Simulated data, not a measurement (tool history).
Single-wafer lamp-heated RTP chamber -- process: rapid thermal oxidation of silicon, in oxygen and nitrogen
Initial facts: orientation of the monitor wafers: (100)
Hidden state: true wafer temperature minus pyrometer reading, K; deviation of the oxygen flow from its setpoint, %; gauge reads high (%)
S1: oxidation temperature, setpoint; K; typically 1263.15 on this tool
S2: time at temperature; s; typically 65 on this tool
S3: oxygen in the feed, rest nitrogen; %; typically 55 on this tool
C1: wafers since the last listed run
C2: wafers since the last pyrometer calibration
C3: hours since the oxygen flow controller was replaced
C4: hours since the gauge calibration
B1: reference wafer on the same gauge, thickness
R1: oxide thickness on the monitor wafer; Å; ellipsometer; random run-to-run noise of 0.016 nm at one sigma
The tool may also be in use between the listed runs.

run	hour	S1	S2	S3	C1	C2	C3	C4	B1	R1
1	0	1263.15	91	37	0	469	3433.5	2310.1	4.164	45.46
2	57.2	1263.15	65	55	541	1011	3490.7	2367.3	4.159	45
3	118.8	1263.15	65	55	582	1594	3552.3	2428.9	4.16	44.94
4	197.8	1263.15	65	55	747	2341	3631.3	2507.9	4.164	44.99
5	263.7	1263.15	65	55	623	2965	3697.2	2573.8	4.161	44.88
6	338.9	1263.15	65	55	711	3676	3772.4	2649	4.163	44.58
7	430	1263.15	86	55	862	4538	3863.5	2740.1	4.152	50.85
8	501.7	1263.15	65	55	678	5217	3935.2	2811.8	4.157	44.7
9	565.9	1263.15	65	55	607	5824	3999.4	2876	4.155	44.89
10	621.7	1263.15	65	55	528	6352	4055.2	2931.8	4.156	45.07
# hour 693.7: gauge calibrated
# hour 707.4: pyrometer window cleaned and pyrometer calibrated
11	721.3	1263.15	65	55	866	131	4154.8	27.6	4.156	45.18
12	820.8	1263.15	65	41	941	1072	4254.3	127.1	4.161	40.72
13	917.9	1263.15	65	41	918	1991	4351.4	224.2	4.16	40.95
14	1011.2	1263.15	90	55	882	2874	4444.7	317.5	4.163	51.93
15	1060.2	1263.15	90	55	463	3337	4493.7	366.5	4.16	51.59
16	1099.3	1263.15	65	55	369	3707	4532.8	405.6	4.16	45.04
17	1166.2	1263.15	65	83	633	4340	4599.7	472.5	4.162	51.64
18	1244.9	1263.15	65	55	744	5085	4678.4	551.2	4.162	45.05
19	1330.4	1239.15	65	29	809	5894	4763.9	636.7	4.158	32.09
20	1382.5	1263.15	36	55	492	6387	4816	688.8	4.159	35.49
# hour 1436.5: pyrometer window cleaned and pyrometer calibrated
21	1465.4	1254.15	44	70	708	273	4898.9	771.7	4.161	38.71
22	1562.3	1255.15	52	64	916	1190	4995.8	868.6	4.156	40.74
23	1636	1271.15	65	42	697	1887	5069.5	942.3	4.151	43.32
24	1693.5	1271.15	65	42	544	2431	5127	999.8	4.159	43.53
25	1773.3	1290.15	40	45	755	3186	5206.8	1079.6	4.163	41.36
26	1811.8	1241.15	45	36	364	3551	5245.3	1118.1	4.16	30.25
27	1891.3	1263.15	65	45	752	4303	5324.8	1197.6	4.159	42.35
# hour 1946: oxygen flow controller replaced
28	1946.5	1263.15	65	45	446	4750	0.5	1252.8	4.165	42.13
29	1988.7	1263.15	65	55	399	5149	42.7	1295	4.16	45.18
30	2058.4	1263.15	65	55	659	5809	112.4	1364.7	4.161	44.87
# hour 2084.9: pyrometer window cleaned and pyrometer calibrated
31	2131.8	1272.15	65	45	618	443	185.8	1438.1	4.161	44.77
32	2216.9	1244.15	65	55	805	1249	270.9	1523.2	4.157	39.31
33	2277.1	1263.15	43	74	569	1818	331.1	1583.4	4.156	41.34
34	2349.4	1263.15	65	39	684	2502	403.4	1655.7	4.159	40.47
35	2454.4	1263.15	65	55	993	3496	508.4	1760.7	4.161	45.06
36	2507.1	1275.15	65	55	498	3995	561.1	1813.4	4.153	49.2
37	2676.6	1263.15	65	55	1603	5598	730.6	1982.9	4.162	45.17

5 ways to go on from here, each from the tool as it stands after run 37. What would each give?
A	2677	1263.15	65	55	3	5602	731	1983.3	?	?
B	2677	1277.15	81	65	3	5602	731	1983.3	?	?
C	2677	1243.15	65	55	3	5602	731	1983.3	?	?
D	2677	1286.15	65	36	3	5602	731	1983.3	?	?
E	2677	1263.15	65	36	3	5602	731	1983.3	?	?

run	B1	R1
A	4.152	45.19
B	4.152	58.12
C	4.152	39.38
D	4.152	46.07
E	4.152	39.53
Stripped of hidden state, with their random variation kept, the same runs would have yielded:
run	R1
A	45.19
B	58.12
C	39.38
D	46.07
E	39.53

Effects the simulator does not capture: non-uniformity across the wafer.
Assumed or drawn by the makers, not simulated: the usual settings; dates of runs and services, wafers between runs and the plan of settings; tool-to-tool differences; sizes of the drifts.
